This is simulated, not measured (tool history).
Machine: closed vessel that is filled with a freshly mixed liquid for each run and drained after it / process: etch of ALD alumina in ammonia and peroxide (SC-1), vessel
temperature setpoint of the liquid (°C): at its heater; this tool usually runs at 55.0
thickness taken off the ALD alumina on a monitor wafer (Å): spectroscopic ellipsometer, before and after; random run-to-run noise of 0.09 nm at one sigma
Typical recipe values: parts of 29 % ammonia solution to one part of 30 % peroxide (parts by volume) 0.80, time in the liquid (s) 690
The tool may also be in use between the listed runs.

run,day,temperature setpoint of the liquid (°C),parts of 29 % ammonia solution to one part of 30 % peroxide (parts by volume),time in the liquid (s),wafers since the last listed run,hours since the thermometer was replaced,hours since the ammonia flow meter was replaced,hours since the drum of ammonia solution was connected,hours since the gauge calibration,"read-back film thickness of the ALD alumina reference wafer, read on the same gauge (nm)",thickness taken off the ALD alumina on a monitor wafer (Å)
1,0.000,55.0,0.80,690,0,2820.1,842.0,801.6,46.9,39.97,417.8
2,1.454,55.0,0.80,690,1809,2855.0,876.9,836.5,81.8,40.01,416.8
3,2.954,55.0,0.80,690,1866,2891.0,912.9,872.5,117.8,40.04,416.8
4,3.996,55.0,0.70,365,1296,2916.0,937.9,897.5,142.8,40.03,217.9
5,5.012,55.0,0.70,365,1265,2940.4,962.3,921.9,167.2,40.03,217.4
# day 6.412: thermometer replaced
6,6.500,48.0,0.60,690,1799,2.1,998.0,957.6,202.9,40.02,297.9
# day 6.850: gauge calibrated
7,7.362,48.0,0.60,690,1073,22.8,1018.7,978.3,12.3,39.98,298.5
# day 8.175: ammonia flow meter replaced
8,10.338,48.0,0.60,690,3650,94.2,51.9,1049.7,83.7,40.01,297.1
9,11.308,62.0,0.50,360,1208,117.5,75.2,1073.0,107.0,40.02,322.5
# day 11.883: new drum of ammonia solution connected
10,11.904,55.0,0.80,690,689,131.8,89.5,0.5,121.3,40.06,448.3
11,12.658,55.0,0.80,690,938,149.9,107.6,18.6,139.4,40.01,449.0
12,13.692,46.0,1.10,1050,1285,174.7,132.4,43.4,164.2,39.97,427.7
13,14.254,55.0,1.10,1105,699,188.2,145.9,56.9,177.7,40.01,736.2
14,15.454,47.5,0.95,360,1493,217.0,174.7,85.7,206.5,39.97,157.8
15,16.646,51.0,0.45,545,1482,245.6,203.3,114.3,235.1,40.03,269.2
# day 17.279: gauge calibrated
16,17.562,45.0,0.95,1040,1140,267.6,225.3,136.3,6.8,39.98,393.5

The same runs without the tool's hidden state, with the same run-to-run variation:
Unlogged tool condition in this case: liquid colder than its thermometer reads (K); ammonia flow below the setpoint (%); ammonia solution weaker than its label (%); gauge reads high (%).
run,thickness taken off the ALD alumina on a monitor wafer (Å)
1,449.9
2,449.4
3,449.6
4,235.2
5,234.8
6,298.6
7,299.4
8,298.4
9,324.0
10,450.5
11,451.4
12,430.3
13,740.9
14,159.0
15,271.3
16,396.9
